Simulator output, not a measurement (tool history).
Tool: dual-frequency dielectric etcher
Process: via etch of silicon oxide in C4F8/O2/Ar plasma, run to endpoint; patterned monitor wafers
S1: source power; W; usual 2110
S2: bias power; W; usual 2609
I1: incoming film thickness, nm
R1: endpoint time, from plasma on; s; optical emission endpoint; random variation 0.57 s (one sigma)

run 1 hour=0 | S1=2280 S2=2609 | I1=758.3 | R1=142.4
run 2 hour=60.3 | S1=2110 S2=2609 | I1=758.5 | R1=146.3
run 3 hour=113.2 | S1=2110 S2=2609 | I1=751.6 | R1=146.8
run 4 hour=181.4 | S1=2110 S2=2609 | I1=755.2 | R1=148.9
run 5 hour=217.8 | S1=2110 S2=2609 | I1=761.1 | R1=148.9
-- hour=303.9 wet clean of the chamber
run 6 hour=304.4 | S1=2110 S2=2609 | I1=757 | R1=144.4
run 7 hour=362.1 | S1=2110 S2=2609 | I1=758.9 | R1=145.9
run 8 hour=409.7 | S1=2110 S2=2609 | I1=751.1 | R1=144.5
run 9 hour=439.4 | S1=2110 S2=2609 | I1=756.9 | R1=145.7
run 10 hour=474.6 | S1=2110 S2=2968 | I1=754.7 | R1=142.9
run 11 hour=539.2 | S1=1660 S2=2609 | I1=751.8 | R1=164.5
run 12 hour=606.2 | S1=1840 S2=2866 | I1=752.8 | R1=154
run 13 hour=645.1 | S1=2310 S2=2609 | I1=754.9 | R1=140.8
run 14 hour=712.1 | S1=1780 S2=2609 | I1=755.4 | R1=160.9
-- hour=791.9 upper electrode replaced
run 15 hour=792.4 | S1=2110 S2=2609 | I1=758.2 | R1=150.3
-- hour=826.6 source power generator calibrated
run 16 hour=827.1 | S1=2110 S2=2272 | I1=752.7 | R1=152.2
-- hour=863.8 wet clean of the chamber
run 17 hour=864.3 | S1=2420 S2=2356 | I1=753.7 | R1=138.7
run 18 hour=892.5 | S1=2370 S2=2374 | I1=758.8 | R1=140.6
run 19 hour=942.7 | S1=2470 S2=2609 | I1=758.2 | R1=136.5
run 20 hour=980.3 | S1=2600 S2=2269 | I1=754.1 | R1=136.2
run 21 hour=1042.5 | S1=1900 S2=2912 | I1=766.6 | R1=154.3
run 22 hour=1104.1 | S1=1650 S2=2056 | I1=755.7 | R1=173
run 23 hour=1157.9 | S1=1800 S2=3121 | I1=753.1 | R1=153.9
-- hour=1218.1 bias power generator calibrated
run 24 hour=1225 | S1=1960 S2=2991 | I1=762.9 | R1=152.7
run 25 hour=1289.6 | S1=2110 S2=2609 | I1=750.1 | R1=148
run 26 hour=1356 | S1=2110 S2=2609 | I1=759.9 | R1=150.2
run 27 hour=1403.5 | S1=2110 S2=2609 | I1=760.6 | R1=152
-- hour=1431.9 wet clean of the chamber
run 28 hour=1435.4 | S1=1650 S2=3006 | I1=757.4 | R1=160.3
run 29 hour=1496.6 | S1=2110 S2=2609 | I1=752.6 | R1=145.6
run 30 hour=1702.8 | S1=2530 S2=1991 | I1=753.6 | R1=140.9
run 31 hour=1768.6 | S1=2460 S2=2864 | I1=758.2 | R1=135.8
run 32 hour=1804.6 | S1=2540 S2=2969 | I1=754.9 | R1=132.9
run 33 hour=1862.4 | S1=2380 S2=2170 | I1=754.1 | R1=146.1
-- hour=1937.7 wet clean of the chamber
run 34 hour=1938.2 | S1=1630 S2=2609 | I1=756.9 | R1=167.2

What the log doesn't show, run by run:
source power that arrives over what is set, %: 0 in every run
bias power that arrives over what is set, %: 0 in every run
H1: etch rate over this chamber's usual, %
run=1 H1=-0.816
run=2 H1=-1.19
run=3 H1=-1.52
run=4 H1=-1.95
run=5 H1=-2.18
run=6 H1=0.293
run=7 H1=-0.067
run=8 H1=-0.364
run=9 H1=-0.549
run=10 H1=-0.769
run=11 H1=-1.17
run=12 H1=-1.59
run=13 H1=-1.83
run=14 H1=-2.25
run=15 H1=-2.75
run=16 H1=-2.97
run=17 H1=-0.0715
run=18 H1=-0.248
run=19 H1=-0.561
run=20 H1=-0.795
run=21 H1=-1.18
run=22 H1=-1.57
run=23 H1=-1.9
run=24 H1=-2.32
run=25 H1=-2.73
run=26 H1=-3.14
run=27 H1=-3.44
run=28 H1=0.142
run=29 H1=-0.24
run=30 H1=-1.53
run=31 H1=-1.94
run=32 H1=-2.16
run=33 H1=-2.52
run=34 H1=-0.195
